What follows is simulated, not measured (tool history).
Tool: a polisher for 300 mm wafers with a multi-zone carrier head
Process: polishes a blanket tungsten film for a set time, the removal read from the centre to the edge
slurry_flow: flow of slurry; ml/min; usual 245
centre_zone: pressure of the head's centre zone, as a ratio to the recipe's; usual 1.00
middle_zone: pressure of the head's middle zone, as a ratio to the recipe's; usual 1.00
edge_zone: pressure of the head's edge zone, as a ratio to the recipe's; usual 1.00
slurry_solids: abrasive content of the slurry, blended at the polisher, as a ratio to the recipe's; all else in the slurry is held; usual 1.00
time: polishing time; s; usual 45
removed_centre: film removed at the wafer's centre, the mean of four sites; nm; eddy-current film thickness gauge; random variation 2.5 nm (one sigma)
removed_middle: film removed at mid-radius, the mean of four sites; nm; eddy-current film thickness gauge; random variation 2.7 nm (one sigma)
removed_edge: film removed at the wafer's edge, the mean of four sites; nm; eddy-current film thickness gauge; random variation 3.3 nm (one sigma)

run	hour	slurry_flow	centre_zone	middle_zone	edge_zone	slurry_solids	time	incoming thickness of the incoming film, nm	removed_centre	removed_middle	removed_edge
1	0.0	245	1.00	1.00	1.00	1.00	45	1097.0	207.7	218.9	222.1
2	18.0	245	1.00	1.00	1.00	1.00	45	1089.9	202.7	215.7	219.3
3	61.4	245	1.00	1.00	1.00	1.00	45	1101.5	203.2	216.6	223.1
# hour 76.0: slurry nozzle cleaned
# hour 88.3: carrier head's membrane replaced by a new one
4	88.8	245	1.00	1.00	1.00	1.00	45	1112.9	213.2	227.6	226.6
# hour 130.7: worn pad replaced by a new one
5	132.0	190	1.09	1.00	1.00	0.70	45	1110.3	210.6	211.2	212.2
6	167.9	275	1.00	1.00	1.00	0.75	45	1084.2	202.0	218.0	219.6
7	195.5	275	1.11	1.00	1.00	1.00	45	1091.9	232.6	226.3	230.8
8	238.5	245	1.08	1.00	1.00	1.15	45	1081.7	219.2	226.7	230.1
9	271.0	245	1.00	1.00	1.00	1.00	33	1106.1	145.5	164.0	163.4
10	300.1	245	1.00	1.00	1.00	1.00	45	1102.3	197.2	221.4	221.9
# hour 315.0: centre zone pressure recalibrated
11	323.9	245	1.07	1.00	1.00	0.85	45	1085.8	224.2	213.7	221.0
# hour 337.7: worn pad replaced by a new one
12	348.7	245	1.03	1.00	1.00	1.00	45	1109.4	219.2	222.2	224.4
13	405.4	245	1.09	1.00	1.00	1.00	45	1115.2	227.4	219.4	217.7
# hour 415.9: edge zone pressure recalibrated
14	430.6	310	1.00	1.08	1.00	1.10	30	1097.5	144.9	158.8	150.8
15	452.9	245	1.00	1.00	1.00	1.00	30	1097.5	141.0	144.5	149.5
16	479.9	205	1.00	1.00	1.00	1.00	45	1086.9	201.5	216.5	215.0
17	513.4	320	1.00	0.91	1.00	0.85	29	1101.6	134.5	131.3	139.0
# hour 518.0: worn pad replaced by a new one
18	544.6	245	1.00	1.05	0.88	1.00	45	1102.7	207.0	224.2	218.2
19	560.3	245	1.00	1.00	1.00	1.00	50	1115.1	229.6	247.1	245.7
20	589.5	245	1.00	1.00	1.03	1.00	53	1088.4	243.3	252.3	263.9
21	633.3	245	1.00	0.89	1.00	1.20	45	1102.8	211.6	199.8	228.7
22	667.2	245	1.00	0.97	1.00	1.00	39	1100.1	176.2	181.0	188.9

3 ways to go on from here, each from the tool as it stands after run 22. What would each give?
A	667.6	315	1.00	1.00	1.00	1.00	45	1102.8	?	?	?
B	667.6	290	1.06	1.00	1.00	1.00	45	1102.8	?	?	?
C	667.6	180	1.00	1.00	1.09	1.00	60	1102.8	?	?	?

run	removed_centre	removed_middle	removed_edge
A	207.0	223.2	220.8
B	217.5	221.2	219.5
C	257.3	279.5	290.9
Without the tool's hidden state the same runs would have given:
run	removed_centre	removed_middle	removed_edge
A	222.4	231.7	227.2
B	234.2	230.2	226.2
C	281.9	295.1	302.7

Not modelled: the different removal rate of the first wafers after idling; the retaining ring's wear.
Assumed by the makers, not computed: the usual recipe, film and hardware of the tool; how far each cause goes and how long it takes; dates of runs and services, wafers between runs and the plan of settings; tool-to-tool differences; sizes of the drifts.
